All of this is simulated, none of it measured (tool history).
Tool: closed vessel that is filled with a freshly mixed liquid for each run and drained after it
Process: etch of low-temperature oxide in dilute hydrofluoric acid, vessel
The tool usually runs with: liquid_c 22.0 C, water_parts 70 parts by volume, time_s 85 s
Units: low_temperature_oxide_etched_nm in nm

run	hour	liquid_c	water_parts	time_s	read-back film thickness of the low-temperature oxide reference wafer, read on the same gauge (nm)	low_temperature_oxide_etched_nm
1	0.0	22.0	70	85	49.99	29.64
2	12.9	22.0	70	85	49.99	29.81
3	26.2	22.0	70	85	49.97	29.70
4	44.5	22.0	90	85	49.99	22.45
5	65.6	22.0	90	85	50.02	22.47
6	87.7	22.0	90	85	50.02	22.51
7	108.7	25.0	70	85	50.00	33.32
8	143.4	25.0	70	85	50.00	33.19
9	157.6	22.0	70	85	50.00	29.50
10	186.1	22.0	70	120	49.99	41.42
11	201.0	26.5	35	115	50.00	100.07
12	236.3	22.0	70	85	50.01	31.81
13	249.0	18.0	100	85	50.01	18.27
14	278.6	24.5	80	85	50.01	30.36
15	294.4	19.5	90	45	50.00	11.55
16	325.7	18.0	60	50	50.01	18.68
17	351.4	22.0	70	85	50.00	31.59

Taken out of this log: 3 entries between the listed runs. Where each belongs, and how the hidden state differs across it:
Run 7 -> run 8: gauge calibrated (hour 119.0)
  liquid colder than its thermometer reads (K): 2.01 -> 2.08
  measured minus no-state result, low_temperature_oxide_etched_nm: -2.83 -> -2.92 nm
Run 11 -> run 12: hydrofluoric acid flow meter replaced (hour 222.7); thermometer replaced (hour 223.4)
  liquid colder than its thermometer reads (K): 2.19 -> 0.0563
  measured minus no-state result, low_temperature_oxide_etched_nm: -9.46 -> -0.08 nm
